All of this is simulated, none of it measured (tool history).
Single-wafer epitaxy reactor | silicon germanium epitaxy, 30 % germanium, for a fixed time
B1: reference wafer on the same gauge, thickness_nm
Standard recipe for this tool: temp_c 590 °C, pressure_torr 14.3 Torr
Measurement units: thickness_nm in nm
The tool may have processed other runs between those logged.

run 1 hour=0 | temp_c=590 pressure_torr=14.3 | B1=34.312 | thickness_nm=36.932
run 2 hour=44.3 | temp_c=590 pressure_torr=14.3 | B1=34.293 | thickness_nm=36.786
run 3 hour=86.5 | temp_c=590 pressure_torr=14.3 | B1=34.294 | thickness_nm=36.711
run 4 hour=157.6 | temp_c=590 pressure_torr=12 | B1=34.316 | thickness_nm=33.909
run 5 hour=259.1 | temp_c=590 pressure_torr=12 | B1=34.287 | thickness_nm=33.896
run 6 hour=327.6 | temp_c=590 pressure_torr=11.9 | B1=34.315 | thickness_nm=33.915
run 7 hour=361.5 | temp_c=590 pressure_torr=11.9 | B1=34.302 | thickness_nm=33.779
run 8 hour=392.9 | temp_c=590 pressure_torr=11.7 | B1=34.318 | thickness_nm=33.548
run 9 hour=457.5 | temp_c=590 pressure_torr=11.7 | B1=34.309 | thickness_nm=33.467
run 10 hour=508.5 | temp_c=594 pressure_torr=14.3 | B1=34.296 | thickness_nm=39.781
run 11 hour=548.5 | temp_c=594 pressure_torr=14.3 | B1=34.278 | thickness_nm=39.576
run 12 hour=585.4 | temp_c=594 pressure_torr=14.3 | B1=34.293 | thickness_nm=39.653
-- hour=594 showerhead replaced
run 13 hour=619.3 | temp_c=590 pressure_torr=16 | B1=34.287 | thickness_nm=39.11
-- hour=640.9 pyrometer calibrated
run 14 hour=658.4 | temp_c=590 pressure_torr=14.3 | B1=34.291 | thickness_nm=35.881
-- hour=722.6 gauge calibrated
run 15 hour=730.1 | temp_c=600 pressure_torr=11.2 | B1=34.302 | thickness_nm=37.256
run 16 hour=783.6 | temp_c=590 pressure_torr=14.3 | B1=34.286 | thickness_nm=35.947
run 17 hour=845.5 | temp_c=575 pressure_torr=12.1 | B1=34.293 | thickness_nm=25.649
run 18 hour=890.7 | temp_c=590 pressure_torr=13.1 | B1=34.303 | thickness_nm=34.257
run 19 hour=917.6 | temp_c=595 pressure_torr=15.8 | B1=34.289 | thickness_nm=40.747
run 20 hour=966.6 | temp_c=576 pressure_torr=17.7 | B1=34.272 | thickness_nm=31.672
run 21 hour=1035.3 | temp_c=590 pressure_torr=14.3 | B1=34.31 | thickness_nm=36.198
-- hour=1069.7 capacitance manometer re-zeroed and calibrated
run 22 hour=1093.4 | temp_c=595 pressure_torr=12.3 | B1=34.3 | thickness_nm=36.293
run 23 hour=1130.5 | temp_c=594 pressure_torr=14.3 | B1=34.288 | thickness_nm=38.71
run 24 hour=1160.2 | temp_c=590 pressure_torr=12 | B1=34.297 | thickness_nm=33.178
run 25 hour=1226.1 | temp_c=590 pressure_torr=14.3 | B1=34.292 | thickness_nm=36.326
run 26 hour=1252.2 | temp_c=595 pressure_torr=12.7 | B1=34.288 | thickness_nm=37.222
run 27 hour=1292.7 | temp_c=582 pressure_torr=17.3 | B1=34.3 | thickness_nm=34.832
run 28 hour=1364.1 | temp_c=595 pressure_torr=16 | B1=34.289 | thickness_nm=41.574
run 29 hour=1411.8 | temp_c=586 pressure_torr=14.3 | B1=34.319 | thickness_nm=33.956

4 options for the next run, each taken on its own from the tool as it stands now. Forecast them:
run A hour=1412.2 | temp_c=590 pressure_torr=14.3 | B1=? | thickness_nm=?
run B hour=1412.2 | temp_c=590 pressure_torr=17.7 | B1=? | thickness_nm=?
run C hour=1412.2 | temp_c=596 pressure_torr=15.5 | B1=? | thickness_nm=?
run D hour=1412.2 | temp_c=576 pressure_torr=14.3 | B1=? | thickness_nm=?

run=A B1=34.298 thickness_nm=36.574
run=B B1=34.298 thickness_nm=40.466
run=C B1=34.298 thickness_nm=41.929
run=D B1=34.298 thickness_nm=28.963
What these runs would have given with no unlogged condition in the tool:
run=A thickness_nm=36.195
run=B thickness_nm=40.046
run=C thickness_nm=41.5
run=D thickness_nm=28.654

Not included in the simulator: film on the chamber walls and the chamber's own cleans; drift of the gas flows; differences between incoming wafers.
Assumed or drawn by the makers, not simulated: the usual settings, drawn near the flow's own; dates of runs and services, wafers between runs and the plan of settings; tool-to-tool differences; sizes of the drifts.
